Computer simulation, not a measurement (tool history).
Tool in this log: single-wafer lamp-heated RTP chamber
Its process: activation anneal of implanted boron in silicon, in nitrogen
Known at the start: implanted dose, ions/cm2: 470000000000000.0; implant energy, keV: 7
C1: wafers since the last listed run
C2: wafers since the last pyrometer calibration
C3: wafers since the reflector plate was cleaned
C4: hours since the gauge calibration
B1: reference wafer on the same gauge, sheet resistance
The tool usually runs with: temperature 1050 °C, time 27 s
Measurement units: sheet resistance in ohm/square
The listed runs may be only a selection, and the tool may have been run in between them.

{"run": 1, "day": 0.0, "temperature": 1050, "time": 23, "C1": 0, "C2": 5316, "C3": 4006, "C4": 1810.0, "B1": 234.02, "sheet resistance": 240.93}
{"run": 2, "day": 2.938, "temperature": 1050, "time": 27, "C1": 834, "C2": 6151, "C3": 4840, "C4": 1880.5, "B1": 233.99, "sheet resistance": 239.6}
{"run": 3, "day": 4.862, "temperature": 1050, "time": 27, "C1": 546, "C2": 6697, "C3": 5387, "C4": 1926.7, "B1": 233.98, "sheet resistance": 240.15}
{"run": 4, "day": 6.75, "temperature": 1043, "time": 20, "C1": 536, "C2": 7233, "C3": 5923, "C4": 1972.0, "B1": 234.01, "sheet resistance": 241.19}
{"run": 5, "day": 8.533, "temperature": 1050, "time": 27, "C1": 506, "C2": 7740, "C3": 6429, "C4": 2014.8, "B1": 233.97, "sheet resistance": 239.85}
{"run": 6, "day": 11.312, "temperature": 1050, "time": 27, "C1": 789, "C2": 8529, "C3": 7218, "C4": 2081.5, "B1": 234.11, "sheet resistance": 239.98}
{"run": 7, "day": 14.608, "temperature": 1037, "time": 15, "C1": 935, "C2": 9465, "C3": 8154, "C4": 2160.6, "B1": 233.91, "sheet resistance": 242.17}
{"day": 16.029, "done": "pyrometer window cleaned and pyrometer calibrated"}
{"day": 16.95, "done": "reflector plate cleaned"}
{"run": 8, "day": 18.892, "temperature": 1037, "time": 15, "C1": 1027, "C2": 718, "C3": 550, "C4": 2263.4, "B1": 234.01, "sheet resistance": 242.5}
{"run": 9, "day": 21.179, "temperature": 1050, "time": 27, "C1": 649, "C2": 1367, "C3": 1200, "C4": 2318.3, "B1": 233.96, "sheet resistance": 240.37}
{"run": 10, "day": 23.096, "temperature": 1067, "time": 27, "C1": 544, "C2": 1912, "C3": 1744, "C4": 2364.3, "B1": 234.0, "sheet resistance": 238.38}
{"run": 11, "day": 26.8, "temperature": 1067, "time": 27, "C1": 1051, "C2": 2964, "C3": 2796, "C4": 2453.2, "B1": 233.96, "sheet resistance": 238.5}
{"run": 12, "day": 30.188, "temperature": 1072, "time": 34, "C1": 961, "C2": 3926, "C3": 3758, "C4": 2534.5, "B1": 233.89, "sheet resistance": 236.07}
{"run": 13, "day": 34.55, "temperature": 1024, "time": 19, "C1": 1238, "C2": 5164, "C3": 4997, "C4": 2639.2, "B1": 234.05, "sheet resistance": 242.72}
{"run": 14, "day": 38.921, "temperature": 1061, "time": 39, "C1": 1241, "C2": 6406, "C3": 6238, "C4": 2744.1, "B1": 234.05, "sheet resistance": 235.78}
{"run": 15, "day": 42.575, "temperature": 1074, "time": 31, "C1": 1037, "C2": 7443, "C3": 7276, "C4": 2831.8, "B1": 234.04, "sheet resistance": 236.04}
{"run": 16, "day": 47.012, "temperature": 1040, "time": 19, "C1": 1260, "C2": 8704, "C3": 8536, "C4": 2938.3, "B1": 233.95, "sheet resistance": 241.25}
{"day": 48.454, "done": "reflector plate cleaned"}
{"day": 49.092, "done": "pyrometer window cleaned and pyrometer calibrated"}
{"run": 17, "day": 50.954, "temperature": 1050, "time": 16, "C1": 930, "C2": 528, "C3": 615, "C4": 3032.9, "B1": 233.97, "sheet resistance": 242.17}
{"run": 18, "day": 53.667, "temperature": 1034, "time": 35, "C1": 770, "C2": 1298, "C3": 1385, "C4": 3098.0, "B1": 233.9, "sheet resistance": 239.56}
{"run": 19, "day": 57.117, "temperature": 1050, "time": 27, "C1": 979, "C2": 2278, "C3": 2365, "C4": 3180.8, "B1": 233.9, "sheet resistance": 239.33}
{"run": 20, "day": 60.279, "temperature": 1050, "time": 23, "C1": 898, "C2": 3176, "C3": 3263, "C4": 3256.7, "B1": 234.02, "sheet resistance": 241.04}
{"day": 61.571, "done": "gauge calibrated"}
{"run": 21, "day": 64.058, "temperature": 1064, "time": 42, "C1": 1073, "C2": 4249, "C3": 4336, "C4": 59.7, "B1": 233.97, "sheet resistance": 235.19}
{"run": 22, "day": 65.867, "temperature": 1068, "time": 27, "C1": 513, "C2": 4763, "C3": 4850, "C4": 103.1, "B1": 233.88, "sheet resistance": 238.32}
{"run": 23, "day": 70.358, "temperature": 1064, "time": 37, "C1": 1275, "C2": 6039, "C3": 6125, "C4": 210.9, "B1": 234.0, "sheet resistance": 236.12}
{"run": 24, "day": 74.571, "temperature": 1050, "time": 27, "C1": 1196, "C2": 7235, "C3": 7322, "C4": 312.0, "B1": 234.0, "sheet resistance": 239.99}
{"day": 77.708, "done": "reflector plate cleaned"}
{"run": 25, "day": 77.729, "temperature": 1050, "time": 32, "C1": 802, "C2": 8037, "C3": 5, "C4": 387.8, "B1": 234.05, "sheet resistance": 238.24}
{"day": 78.879, "done": "pyrometer window cleaned and pyrometer calibrated"}
{"run": 26, "day": 81.925, "temperature": 1061, "time": 37, "C1": 1096, "C2": 865, "C3": 1102, "C4": 488.5, "B1": 234.0, "sheet resistance": 236.82}
{"run": 27, "day": 85.588, "temperature": 1033, "time": 11, "C1": 1040, "C2": 1905, "C3": 2142, "C4": 576.4, "B1": 233.93, "sheet resistance": 243.46}
{"run": 28, "day": 89.912, "temperature": 1050, "time": 22, "C1": 1228, "C2": 3133, "C3": 3370, "C4": 680.2, "B1": 234.04, "sheet resistance": 240.71}
{"run": 29, "day": 91.679, "temperature": 1076, "time": 42, "C1": 501, "C2": 3635, "C3": 3872, "C4": 722.6, "B1": 234.04, "sheet resistance": 232.96}
{"run": 30, "day": 95.379, "temperature": 1037, "time": 20, "C1": 1050, "C2": 4686, "C3": 4923, "C4": 811.4, "B1": 234.03, "sheet resistance": 241.83}
{"run": 31, "day": 97.488, "temperature": 1050, "time": 27, "C1": 598, "C2": 5284, "C3": 5521, "C4": 862.0, "B1": 234.1, "sheet resistance": 239.73}
{"run": 32, "day": 101.046, "temperature": 1050, "time": 20, "C1": 1010, "C2": 6295, "C3": 6532, "C4": 947.4, "B1": 233.88, "sheet resistance": 240.74}
{"run": 33, "day": 103.1, "temperature": 1050, "time": 33, "C1": 583, "C2": 6878, "C3": 7115, "C4": 996.7, "B1": 234.08, "sheet resistance": 238.49}
{"day": 106.975, "done": "pyrometer window cleaned and pyrometer calibrated"}
{"run": 34, "day": 107.008, "temperature": 1050, "time": 23, "C1": 1015, "C2": 9, "C3": 8130, "C4": 1090.5, "B1": 233.96, "sheet resistance": 240.98}
{"day": 107.642, "done": "reflector plate cleaned"}
{"run": 35, "day": 110.679, "temperature": 1073, "time": 39, "C1": 947, "C2": 957, "C3": 862, "C4": 1178.6, "B1": 233.98, "sheet resistance": 234.4}

Hidden state, per run?
true wafer temperature minus pyrometer reading, K: 0 at every run
wafer temperature error from the tarnished reflector plate, K: 0 at every run
gauge reads high (%): 0 at every run
